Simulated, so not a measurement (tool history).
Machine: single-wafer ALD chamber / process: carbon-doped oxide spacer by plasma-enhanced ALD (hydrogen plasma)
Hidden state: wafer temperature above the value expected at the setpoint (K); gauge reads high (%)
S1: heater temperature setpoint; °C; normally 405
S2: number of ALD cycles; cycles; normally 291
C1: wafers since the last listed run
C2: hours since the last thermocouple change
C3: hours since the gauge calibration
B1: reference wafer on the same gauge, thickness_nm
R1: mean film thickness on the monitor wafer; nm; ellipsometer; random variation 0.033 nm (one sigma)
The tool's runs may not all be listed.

run 1 hour=0 | S1=405 S2=291 | C1=0 C2=513.1 C3=307.5 | B1=15.217 | R1=13.155
run 2 hour=90.8 | S1=400 S2=291 | C1=87 C2=603.9 C3=398.3 | B1=15.21 | R1=13.345
run 3 hour=169.2 | S1=400 S2=291 | C1=75 C2=682.3 C3=476.7 | B1=15.192 | R1=13.302
run 4 hour=240.9 | S1=405 S2=291 | C1=69 C2=754 C3=548.4 | B1=15.2 | R1=13.082
run 5 hour=294.5 | S1=399 S2=291 | C1=51 C2=807.6 C3=602 | B1=15.212 | R1=13.382
run 6 hour=403.6 | S1=398 S2=275 | C1=105 C2=916.7 C3=711.1 | B1=15.206 | R1=12.609
run 7 hour=447 | S1=405 S2=277 | C1=42 C2=960.1 C3=754.5 | B1=15.194 | R1=12.412
run 8 hour=483.3 | S1=395 S2=291 | C1=35 C2=996.4 C3=790.8 | B1=15.191 | R1=13.508
-- hour=497.3 thermocouple changed; heater temperature recalibrated
run 9 hour=547.1 | S1=405 S2=291 | C1=54 C2=49.8 C3=854.6 | B1=15.194 | R1=13.292
run 10 hour=613.4 | S1=405 S2=291 | C1=64 C2=116.1 C3=920.9 | B1=15.195 | R1=13.264
run 11 hour=684.8 | S1=405 S2=291 | C1=69 C2=187.5 C3=992.3 | B1=15.197 | R1=13.186
run 12 hour=756.7 | S1=405 S2=291 | C1=69 C2=259.4 C3=1064.2 | B1=15.217 | R1=13.196
run 13 hour=864.2 | S1=405 S2=291 | C1=104 C2=366.9 C3=1171.7 | B1=15.19 | R1=13.169
run 14 hour=961.2 | S1=410 S2=312 | C1=93 C2=463.9 C3=1268.7 | B1=15.2 | R1=13.833
run 15 hour=1017.5 | S1=392 S2=258 | C1=54 C2=520.2 C3=1325 | B1=15.199 | R1=11.929
run 16 hour=1112.7 | S1=405 S2=291 | C1=92 C2=615.4 C3=1420.2 | B1=15.202 | R1=13.128
-- hour=1113.3 gauge calibrated
run 17 hour=1176.2 | S1=405 S2=291 | C1=61 C2=678.9 C3=62.9 | B1=15.191 | R1=13.11
run 18 hour=1256.7 | S1=395 S2=324 | C1=77 C2=759.4 C3=143.4 | B1=15.191 | R1=15.01
run 19 hour=1329.2 | S1=412 S2=340 | C1=70 C2=831.9 C3=215.9 | B1=15.19 | R1=14.877
run 20 hour=1403.9 | S1=405 S2=291 | C1=72 C2=906.6 C3=290.6 | B1=15.199 | R1=12.997
run 21 hour=1481.4 | S1=395 S2=269 | C1=75 C2=984.1 C3=368.1 | B1=15.194 | R1=12.453
-- hour=1505.4 thermocouple changed; heater temperature recalibrated
run 22 hour=1533.9 | S1=405 S2=291 | C1=43 C2=28.5 C3=420.6 | B1=15.223 | R1=13.254
run 23 hour=1623.9 | S1=413 S2=306 | C1=87 C2=118.5 C3=510.6 | B1=15.19 | R1=13.528
run 24 hour=1685.7 | S1=401 S2=240 | C1=59 C2=180.3 C3=572.4 | B1=15.211 | R1=11.069
run 25 hour=1754.7 | S1=415 S2=336 | C1=66 C2=249.3 C3=641.4 | B1=15.214 | R1=14.781
run 26 hour=1814.6 | S1=419 S2=291 | C1=58 C2=309.2 C3=701.3 | B1=15.195 | R1=12.532
run 27 hour=1902.8 | S1=412 S2=267 | C1=85 C2=397.4 C3=789.5 | B1=15.22 | R1=11.756
run 28 hour=1947.6 | S1=413 S2=240 | C1=43 C2=442.2 C3=834.3 | B1=15.209 | R1=10.591

4 ways to go on from here, each from the tool as it stands after run 28. What would each give?
run A hour=1948.4 | S1=405 S2=291 | C1=0 C2=443 C3=835.1 | B1=? | R1=?
run B hour=1948.4 | S1=405 S2=272 | C1=0 C2=443 C3=835.1 | B1=? | R1=?
run C hour=1948.4 | S1=397 S2=291 | C1=0 C2=443 C3=835.1 | B1=? | R1=?
run D hour=1948.4 | S1=397 S2=323 | C1=0 C2=443 C3=835.1 | B1=? | R1=?

run=A B1=15.187 R1=13.165
run=B B1=15.187 R1=12.305
run=C B1=15.187 R1=13.47
run=D B1=15.187 R1=14.951
Without the tool's unlogged condition, the same runs would have read:
run=A R1=13.268
run=B R1=12.402
run=C R1=13.47
run=D R1=14.951

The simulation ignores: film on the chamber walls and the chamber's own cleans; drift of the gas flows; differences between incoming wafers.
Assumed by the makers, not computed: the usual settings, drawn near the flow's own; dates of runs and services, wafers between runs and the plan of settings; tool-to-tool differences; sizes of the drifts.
